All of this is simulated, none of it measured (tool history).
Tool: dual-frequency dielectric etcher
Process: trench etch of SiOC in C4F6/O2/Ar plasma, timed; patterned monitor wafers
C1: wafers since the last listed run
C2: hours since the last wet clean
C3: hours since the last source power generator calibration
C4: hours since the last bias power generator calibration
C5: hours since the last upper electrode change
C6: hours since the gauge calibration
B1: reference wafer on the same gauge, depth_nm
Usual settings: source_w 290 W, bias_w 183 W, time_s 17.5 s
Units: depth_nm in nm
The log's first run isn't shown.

run 2 hour=11.6 | source_w=330 bias_w=183 time_s=15.5 | C1=104 C2=292.1 C3=4116.0 C4=1595.5 C5=2878.2 C6=54.6 | B1=30.54 | depth_nm=30.51
run 3 hour=24.8 | source_w=290 bias_w=183 time_s=17.5 | C1=119 C2=305.3 C3=4129.2 C4=1608.7 C5=2891.4 C6=67.8 | B1=30.52 | depth_nm=32.26
run 4 hour=41.8 | source_w=290 bias_w=183 time_s=17.5 | C1=153 C2=322.3 C3=4146.2 C4=1625.7 C5=2908.4 C6=84.8 | B1=30.49 | depth_nm=32.26
run 5 hour=55.8 | source_w=290 bias_w=149 time_s=17.5 | C1=126 C2=336.3 C3=4160.2 C4=1639.7 C5=2922.4 C6=98.8 | B1=30.50 | depth_nm=29.71
run 6 hour=68.1 | source_w=290 bias_w=149 time_s=17.5 | C1=110 C2=348.6 C3=4172.5 C4=1652.0 C5=2934.7 C6=111.1 | B1=30.53 | depth_nm=29.76
run 7 hour=80.4 | source_w=290 bias_w=149 time_s=17.5 | C1=110 C2=360.9 C3=4184.8 C4=1664.3 C5=2947.0 C6=123.4 | B1=30.47 | depth_nm=29.70
run 8 hour=88.6 | source_w=290 bias_w=183 time_s=17.5 | C1=73 C2=369.1 C3=4193.0 C4=1672.5 C5=2955.2 C6=131.6 | B1=30.52 | depth_nm=32.22
-- hour=117.2 bias power generator calibrated
run 9 hour=130.3 | source_w=290 bias_w=183 time_s=17.5 | C1=339 C2=410.8 C3=4234.7 C4=13.1 C5=2996.9 C6=173.3 | B1=30.48 | depth_nm=32.20
run 10 hour=140.6 | source_w=290 bias_w=183 time_s=17.5 | C1=92 C2=421.1 C3=4245.0 C4=23.4 C5=3007.2 C6=183.6 | B1=30.51 | depth_nm=32.37
run 11 hour=150.6 | source_w=240 bias_w=183 time_s=20.0 | C1=90 C2=431.1 C3=4255.0 C4=33.4 C5=3017.2 C6=193.6 | B1=30.50 | depth_nm=33.30
run 12 hour=157.6 | source_w=250 bias_w=216 time_s=17.5 | C1=63 C2=438.1 C3=4262.0 C4=40.4 C5=3024.2 C6=200.6 | B1=30.51 | depth_nm=32.11
-- hour=181.6 source power generator calibrated
-- hour=192.3 upper electrode replaced
run 13 hour=192.8 | source_w=290 bias_w=197 time_s=15.5 | C1=184 C2=473.3 C3=11.2 C4=75.6 C5=0.5 C6=235.8 | B1=30.48 | depth_nm=29.46
run 14 hour=211.7 | source_w=290 bias_w=183 time_s=19.0 | C1=170 C2=492.2 C3=30.1 C4=94.5 C5=19.4 C6=254.7 | B1=30.51 | depth_nm=35.16
run 15 hour=222.3 | source_w=290 bias_w=183 time_s=17.5 | C1=95 C2=502.8 C3=40.7 C4=105.1 C5=30.0 C6=265.3 | B1=30.50 | depth_nm=32.25

Forecast run 16:
-- hour=248.4 wet clean of the chamber
run 16 hour=248.9 | source_w=270 bias_w=207 time_s=12.5 | C1=23 C2=0.5 C3=67.3 C4=131.7 C5=56.6 C6=291.9 | B1=? | depth_nm=?

Run 16 gave B1 30.51, depth_nm 23.43 nm.
Without the tool's hidden state the same run would have given depth_nm 23.43 nm.

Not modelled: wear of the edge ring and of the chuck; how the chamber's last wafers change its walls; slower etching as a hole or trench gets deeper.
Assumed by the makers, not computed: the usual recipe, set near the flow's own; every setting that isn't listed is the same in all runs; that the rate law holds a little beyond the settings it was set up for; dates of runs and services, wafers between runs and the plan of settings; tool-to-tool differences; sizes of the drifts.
